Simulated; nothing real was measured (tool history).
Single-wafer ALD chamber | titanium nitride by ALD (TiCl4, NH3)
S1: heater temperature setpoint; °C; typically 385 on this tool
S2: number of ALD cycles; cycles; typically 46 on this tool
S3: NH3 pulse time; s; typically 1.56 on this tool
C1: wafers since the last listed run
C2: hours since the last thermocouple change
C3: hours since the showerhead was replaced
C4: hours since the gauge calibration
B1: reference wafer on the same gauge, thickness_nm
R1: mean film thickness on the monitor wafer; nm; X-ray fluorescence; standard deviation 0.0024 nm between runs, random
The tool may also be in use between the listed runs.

| run | hour | S1 | S2 | S3 | C1 | C2 | C3 | C4 | B1 | R1 |
|---|---|---|---|---|---|---|---|---|---|---|
| 1 | 0.0 | 385 | 46 | 1.18 | 0 | 781.6 | 1033.3 | 194.9 | 1.168 | 0.967 |
| 2 | 38.1 | 385 | 46 | 1.18 | 226 | 819.7 | 1071.4 | 233.0 | 1.168 | 0.964 |
| 3 | 92.7 | 385 | 46 | 1.18 | 324 | 874.3 | 1126.0 | 287.6 | 1.169 | 0.966 |
| 4 | 158.2 | 385 | 51 | 1.56 | 389 | 939.8 | 1191.5 | 353.1 | 1.172 | 1.088 |
| 5 | 211.1 | 385 | 51 | 1.56 | 314 | 992.7 | 1244.4 | 406.0 | 1.172 | 1.101 |
| 6 | 293.4 | 385 | 46 | 1.56 | 489 | 1075.0 | 1326.7 | 488.3 | 1.173 | 0.989 |
| 7 | 329.9 | 385 | 46 | 1.56 | 217 | 1111.5 | 1363.2 | 524.8 | 1.175 | 0.989 |
| 8 | 393.8 | 385 | 46 | 1.56 | 380 | 1175.4 | 1427.1 | 588.7 | 1.177 | 0.986 |
| 9 | 451.7 | 391 | 46 | 1.56 | 344 | 1233.3 | 1485.0 | 646.6 | 1.179 | 0.998 |
| 10 | 522.4 | 391 | 46 | 1.56 | 420 | 1304.0 | 1555.7 | 717.3 | 1.180 | 0.998 |
| 11 | 588.4 | 385 | 44 | 1.56 | 392 | 1370.0 | 1621.7 | 783.3 | 1.179 | 0.946 |
| 12 | 643.0 | 385 | 44 | 1.56 | 324 | 1424.6 | 1676.3 | 837.9 | 1.181 | 0.951 |
| 13 | 736.8 | 385 | 46 | 1.56 | 557 | 1518.4 | 1770.1 | 931.7 | 1.181 | 0.995 |
| 14 | 829.4 | 385 | 46 | 1.56 | 550 | 1611.0 | 1862.7 | 1024.3 | 1.182 | 0.993 |
| 15 | 865.9 | 385 | 46 | 1.56 | 217 | 1647.5 | 1899.2 | 1060.8 | 1.183 | 0.993 |
| 16 | 967.7 | 385 | 46 | 1.56 | 605 | 1749.3 | 2001.0 | 1162.6 | 1.185 | 0.999 |
| 17 | 1060.0 | 385 | 46 | 1.56 | 548 | 1841.6 | 2093.3 | 1254.9 | 1.184 | 0.991 |
| 18 | 1099.0 | 371 | 43 | 1.56 | 231 | 1880.6 | 2132.3 | 1293.9 | 1.184 | 0.916 |
| 19 | 1186.3 | 385 | 53 | 1.56 | 519 | 1967.9 | 2219.6 | 1381.2 | 1.186 | 1.151 |
| 20 | 1280.7 | 385 | 41 | 1.95 | 561 | 2062.3 | 2314.0 | 1475.6 | 1.186 | 0.900 |
| 21 | 1386.5 | 378 | 46 | 1.37 | 629 | 2168.1 | 2419.8 | 1581.4 | 1.185 | 0.984 |
|  | 1486.9 | gauge calibrated |
| 22 | 1488.2 | 385 | 44 | 1.56 | 604 | 2269.8 | 2521.5 | 1.3 | 1.156 | 0.935 |
|  | 1594.2 | showerhead replaced |
| 23 | 1677.4 | 385 | 46 | 1.56 | 1077 | 2459.0 | 83.2 | 190.5 | 1.165 | 0.975 |
| 24 | 1764.2 | 385 | 46 | 1.56 | 516 | 2545.8 | 170.0 | 277.3 | 1.169 | 0.979 |
|  | 1855.1 | thermocouple changed; heater temperature recalibrated |
| 25 | 1864.1 | 371 | 37 | 1.97 | 546 | 9.0 | 269.9 | 377.2 | 1.170 | 0.787 |
| 26 | 1939.6 | 385 | 50 | 1.12 | 449 | 84.5 | 345.4 | 452.7 | 1.171 | 1.051 |
| 27 | 2025.7 | 377 | 49 | 2.14 | 512 | 170.6 | 431.5 | 538.8 | 1.174 | 1.063 |
| 28 | 2087.2 | 385 | 46 | 1.27 | 365 | 232.1 | 493.0 | 600.3 | 1.176 | 0.978 |
| 29 | 2142.4 | 376 | 46 | 1.74 | 328 | 287.3 | 548.2 | 655.5 | 1.176 | 0.987 |
| 30 | 2208.9 | 399 | 41 | 2.08 | 395 | 353.8 | 614.7 | 722.0 | 1.177 | 0.904 |
| 31 | 2259.9 | 372 | 46 | 1.56 | 303 | 404.8 | 665.7 | 773.0 | 1.176 | 0.975 |
| 32 | 2334.2 | 379 | 40 | 1.80 | 441 | 479.1 | 740.0 | 847.3 | 1.178 | 0.864 |
| 33 | 2419.2 | 385 | 42 | 1.56 | 505 | 564.1 | 825.0 | 932.3 | 1.180 | 0.902 |
| 34 | 2492.7 | 385 | 46 | 1.56 | 437 | 637.6 | 898.5 | 1005.8 | 1.181 | 0.994 |
| 35 | 2550.8 | 381 | 46 | 1.56 | 345 | 695.7 | 956.6 | 1063.9 | 1.181 | 0.987 |

Each row is a separate what-if for the run after 35, all from the same tool condition, not one after another. Results?
| A | 2551.3 | 371 | 46 | 1.56 | 2 | 696.2 | 957.1 | 1064.4 | ? | ? |
| B | 2551.3 | 371 | 39 | 1.39 | 2 | 696.2 | 957.1 | 1064.4 | ? | ? |
| C | 2551.3 | 380 | 42 | 2.01 | 2 | 696.2 | 957.1 | 1064.4 | ? | ? |
| D | 2551.3 | 385 | 39 | 1.56 | 2 | 696.2 | 957.1 | 1064.4 | ? | ? |

| run | B1 | R1 |
|---|---|---|
| A | 1.182 | 0.976 |
| B | 1.182 | 0.821 |
| C | 1.182 | 0.915 |
| D | 1.182 | 0.842 |
The same runs, with their run-to-run variation unchanged, on a tool lacking any hidden condition would have given:
| run | R1 |
|---|---|
| A | 0.958 |
| B | 0.805 |
| C | 0.897 |
| D | 0.826 |

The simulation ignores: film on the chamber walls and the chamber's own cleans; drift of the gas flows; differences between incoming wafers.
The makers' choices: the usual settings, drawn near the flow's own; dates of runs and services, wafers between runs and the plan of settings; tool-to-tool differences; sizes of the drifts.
